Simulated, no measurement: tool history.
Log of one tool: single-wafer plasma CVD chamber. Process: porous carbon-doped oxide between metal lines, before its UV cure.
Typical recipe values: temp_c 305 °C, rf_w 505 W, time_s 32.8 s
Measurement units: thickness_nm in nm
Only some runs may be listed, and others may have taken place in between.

run,day,temp_c,rf_w,time_s,"read-back reference wafer on the same gauge, thickness_nm",thickness_nm
1,0.000,305,505,32.8,160.933,158.392
2,0.542,305,505,32.8,161.036,158.202
3,1.775,305,505,32.8,161.101,158.224
4,3.121,305,505,31.4,161.093,152.038
5,4.362,305,505,31.4,160.879,152.148
6,5.779,305,505,31.4,160.974,151.138
7,7.167,305,505,31.0,161.042,149.412
8,8.288,305,505,31.0,160.980,149.181
9,9.608,305,505,31.0,160.930,149.595
10,10.275,305,425,32.8,160.976,134.603
11,11.662,305,425,32.8,160.993,133.812
12,12.938,305,425,32.8,161.033,133.240
13,14.400,311,440,32.8,161.003,133.352
14,16.450,311,440,32.8,160.992,133.323
15,17.008,311,440,32.8,160.993,134.350
16,20.358,295,430,32.8,161.010,141.101
17,22.633,301,595,28.8,160.887,159.695
18,23.492,305,505,32.8,161.116,156.226
19,24.183,298,555,30.7,161.048,162.768
20,25.388,305,505,39.0,161.042,182.659
21,26.362,320,600,32.8,160.988,165.590
22,28.142,318,470,27.6,161.121,114.910
23,29.383,305,440,32.8,161.015,135.410
24,30.912,305,505,32.8,161.003,159.800
25,31.979,291,505,32.8,161.050,170.723
26,34.462,295,560,32.8,160.969,183.011
27,35.138,293,505,32.8,160.986,170.070
28,36.375,311,440,32.8,160.968,136.869
29,37.558,305,545,32.8,161.134,169.054
30,38.179,305,505,30.8,160.992,151.437
31,39.204,311,460,32.8,160.903,142.018

Not shown: 4 entries that the log had between the listed runs. Between which runs, and how does the tool's hidden state differ before and after?
In the gap between runs 11 and 12: gauge calibrated (day 12.796)
  delivered RF power above the setpoint (%): -2.22 -> -2.37
  measured less the result without the state, thickness_nm: -2.930 -> -3.117 nm
In the gap between runs 18 and 19: thermocouple changed; heater temperature recalibrated (day 24.162)
  delivered RF power above the setpoint (%): -3.8 -> -3.91
  measured less the result without the state, thickness_nm: -5.155 -> -5.389 nm
In the gap between runs 21 and 22: showerhead replaced (day 26.971)
  delivered RF power above the setpoint (%): -4.25 -> -4.55
  measured less the result without the state, thickness_nm: -5.942 -> -5.103 nm
In the gap between runs 23 and 24: RF generator calibrated (day 30.892)
  delivered RF power above the setpoint (%): -4.76 -> -0.534
  measured less the result without the state, thickness_nm: -6.549 -> -0.707 nm

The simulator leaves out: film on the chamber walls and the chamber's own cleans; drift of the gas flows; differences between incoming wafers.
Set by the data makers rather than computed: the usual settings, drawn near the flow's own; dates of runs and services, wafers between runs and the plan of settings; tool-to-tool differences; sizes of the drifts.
